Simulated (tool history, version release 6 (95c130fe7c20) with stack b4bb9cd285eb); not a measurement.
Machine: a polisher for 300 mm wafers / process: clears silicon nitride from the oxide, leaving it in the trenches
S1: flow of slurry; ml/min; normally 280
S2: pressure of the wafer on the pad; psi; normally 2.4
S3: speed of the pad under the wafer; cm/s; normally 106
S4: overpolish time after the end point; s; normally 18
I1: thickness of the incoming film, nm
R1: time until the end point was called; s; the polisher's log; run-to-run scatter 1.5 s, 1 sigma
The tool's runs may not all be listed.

run 1 hour=0 | S1=280 S2=3 S3=106 S4=18 | I1=69.5 | R1=62.6
run 2 hour=84.2 | S1=280 S2=3 S3=106 S4=18 | I1=71 | R1=69.7
run 3 hour=133.7 | S1=280 S2=3 S3=106 S4=18 | I1=68.7 | R1=68.3
run 4 hour=180.6 | S1=280 S2=2.4 S3=106 S4=18 | I1=70.6 | R1=85.4
run 5 hour=288.1 | S1=280 S2=2.4 S3=106 S4=18 | I1=69 | R1=86.6
run 6 hour=387 | S1=280 S2=2.4 S3=106 S4=18 | I1=70.9 | R1=92.3
run 7 hour=468.6 | S1=280 S2=2.4 S3=106 S4=18 | I1=71.2 | R1=91
run 8 hour=563.5 | S1=280 S2=2.4 S3=106 S4=18 | I1=70 | R1=84.7
run 9 hour=630.4 | S1=280 S2=2.4 S3=106 S4=18 | I1=70.2 | R1=83.5
run 10 hour=780.7 | S1=335 S2=2.4 S3=106 S4=9 | I1=71 | R1=85.4
run 11 hour=877.7 | S1=280 S2=2.4 S3=106 S4=18 | I1=69.6 | R1=85.8
run 12 hour=924.6 | S1=280 S2=2.4 S3=106 S4=18 | I1=70.7 | R1=88.3
run 13 hour=998.3 | S1=280 S2=2.4 S3=106 S4=21 | I1=68.6 | R1=88.9
run 14 hour=1083.7 | S1=280 S2=2.4 S3=106 S4=21 | I1=70.8 | R1=86.6
run 15 hour=1160.2 | S1=280 S2=1.8 S3=136 S4=24 | I1=68.7 | R1=84.7
run 16 hour=1230 | S1=280 S2=1.8 S3=136 S4=24 | I1=71.1 | R1=90.6
run 17 hour=1326.8 | S1=340 S2=2.4 S3=106 S4=18 | I1=69.7 | R1=84
run 18 hour=1404.4 | S1=370 S2=2 S3=106 S4=25 | I1=69.2 | R1=102.1
run 19 hour=1463.1 | S1=280 S2=2.8 S3=106 S4=24 | I1=69.3 | R1=71.6
run 20 hour=1649.6 | S1=215 S2=1.8 S3=106 S4=18 | I1=70.2 | R1=125.4
run 21 hour=1689.5 | S1=280 S2=2.7 S3=140 S4=28 | I1=69.6 | R1=57.6
run 22 hour=1787.6 | S1=280 S2=2.4 S3=106 S4=21 | I1=68.9 | R1=87.1
run 23 hour=1831.2 | S1=280 S2=2.4 S3=106 S4=18 | I1=68.6 | R1=86.2
run 24 hour=1872.3 | S1=280 S2=2.4 S3=106 S4=28 | I1=70 | R1=82.3
run 25 hour=1968.4 | S1=280 S2=2.4 S3=106 S4=18 | I1=69.5 | R1=84.2
run 26 hour=2027.4 | S1=245 S2=2.4 S3=74 S4=18 | I1=70.9 | R1=130.5
run 27 hour=2132.8 | S1=280 S2=2.4 S3=106 S4=14 | I1=69.4 | R1=87.3
run 28 hour=2391.2 | S1=280 S2=3.1 S3=78 S4=25 | I1=70.1 | R1=88.2
run 29 hour=2495.1 | S1=230 S2=2.4 S3=106 S4=24 | I1=70.6 | R1=90.1

Between the runs listed above, the log contained 14 entries, not reproduced here. Where in the sequence does each belong, and how does what the log doesn't record of the tool's condition differ from the listed run before to the listed run after?
Between runs 1 and 2: head pressure recalibrated (hour 82.6)
  slurry flow missing at the pad, %: 4.63 -> 20.5
  difference, measured minus the result without the unlogged condition, R1: +0.3 -> +1.9 s
Between runs 4 and 5: worn pad replaced by a new one (hour 283.9)
  slurry flow missing at the pad, %: 31.1 -> 37.5
  difference, measured minus the result without the unlogged condition, R1: +4.1 -> +5.6 s
Between runs 7 and 8: slurry nozzle cleaned (hour 510.6)
  slurry flow missing at the pad, %: 42.2 -> 11.7
  difference, measured minus the result without the unlogged condition, R1: +7.1 -> +1.2 s
Between runs 9 and 10: head pressure recalibrated (hour 740.8)
  slurry flow missing at the pad, %: 21.8 -> 34
  difference, measured minus the result without the unlogged condition, R1: +2.5 -> +3.9 s
Between runs 10 and 11: worn pad replaced by a new one (hour 826.6)
  slurry flow missing at the pad, %: 34 -> 37.7
  difference, measured minus the result without the unlogged condition, R1: +3.9 -> +5.6 s
Between runs 13 and 14: slurry nozzle cleaned (hour 999.8)
  slurry flow missing at the pad, %: 40.1 -> 16.7
  difference, measured minus the result without the unlogged condition, R1: +6.4 -> +1.9 s
Between runs 16 and 17: worn pad replaced by a new one (hour 1304.4)
  slurry flow missing at the pad, %: 31.6 -> 36.2
  difference, measured minus the result without the unlogged condition, R1: +4.5 -> +4.2 s
Between runs 18 and 19: slurry nozzle cleaned (hour 1438.9); head pressure recalibrated (hour 1445)
  slurry flow missing at the pad, %: 38.4 -> 10.6
  difference, measured minus the result without the unlogged condition, R1: +5.1 -> +0.8 s
Between runs 22 and 23: worn pad replaced by a new one (hour 1799.3)
  slurry flow missing at the pad, %: 41.8 -> 43
  difference, measured minus the result without the unlogged condition, R1: +6.7 -> +7 s
Between runs 23 and 24: slurry nozzle cleaned (hour 1866.3)
  slurry flow missing at the pad, %: 43 -> 5.44
  difference, measured minus the result without the unlogged condition, R1: +7 -> +0.5 s
Between runs 26 and 27: head pressure recalibrated (hour 2132.3)
  slurry flow missing at the pad, %: 30.1 -> 37.6
  difference, measured minus the result without the unlogged condition, R1: +6.8 -> +5.6 s
Between runs 27 and 28: worn pad replaced by a new one (hour 2240); slurry nozzle cleaned (hour 2343)
  slurry flow missing at the pad, %: 37.6 -> 12.4
  difference, measured minus the result without the unlogged condition, R1: +5.6 -> +1.3 s
